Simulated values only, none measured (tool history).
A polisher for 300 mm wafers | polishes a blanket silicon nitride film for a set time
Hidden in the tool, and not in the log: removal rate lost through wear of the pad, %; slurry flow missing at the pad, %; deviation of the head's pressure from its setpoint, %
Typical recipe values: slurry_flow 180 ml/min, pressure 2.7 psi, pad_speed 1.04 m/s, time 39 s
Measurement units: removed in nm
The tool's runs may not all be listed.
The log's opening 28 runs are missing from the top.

run     day  slurry_flow  pressure  pad_speed  time  wafers since the last listed run  wafers polished on this pad  hours since the slurry nozzle was cleaned  hours since the head pressure was calibrated  incoming thickness of the incoming film, nm  removed
 29  16.225          180       3.3       1.20    39                               116                          469                                      468.1                                          79.3                                        607.0     84.6
     16.500  -- slurry nozzle cleaned
 30  16.704          180       2.7       1.04    39                               150                          620                                        4.9                                          90.8                                        599.6     60.9
 31  17.229          140       3.5       0.74    28                               181                          801                                       17.5                                         103.4                                        597.5     41.3
 32  17.521          180       3.6       1.04    52                               100                          902                                       24.5                                         110.4                                        601.3    109.5
 33  17.900          200       2.7       0.84    34                               130                         1033                                       33.6                                         119.5                                        605.2     44.7
 34  18.408          180       2.7       1.04    39                               175                         1208                                       45.8                                         131.7                                        599.0     59.6
 35  18.729          180       2.7       1.28    32                               110                         1319                                       53.5                                         139.4                                        607.9     56.9
     20.312  -- worn pad replaced by a new one
 36  20.375          160       2.7       1.04    26                               510                           21                                       93.0                                         178.9                                        601.2     41.6
 37  21.004          125       2.7       1.04    30                               217                          238                                      108.1                                         194.0                                        604.0     44.9
 38  21.504          180       2.7       1.38    39                               172                          410                                      120.1                                         206.0                                        602.8     79.1

What if the next run were any one of these 3? Each begins from the tool's condition after run 38:
  A  21.521          180       2.7       1.04    39                                 5                          416                                      120.5                                         206.4                                        588.0        ?
  B  21.521          235       1.9       1.30    39                                 5                          416                                      120.5                                         206.4                                        588.0        ?
  C  21.521          180       3.4       1.20    51                                 5                          416                                      120.5                                         206.4                                        588.0        ?

run  removed
  A     62.5
  B     54.6
  C    115.4
Without the tool's unlogged condition, the same runs would have read:
run  removed
  A     64.3
  B     56.1
  C    118.7
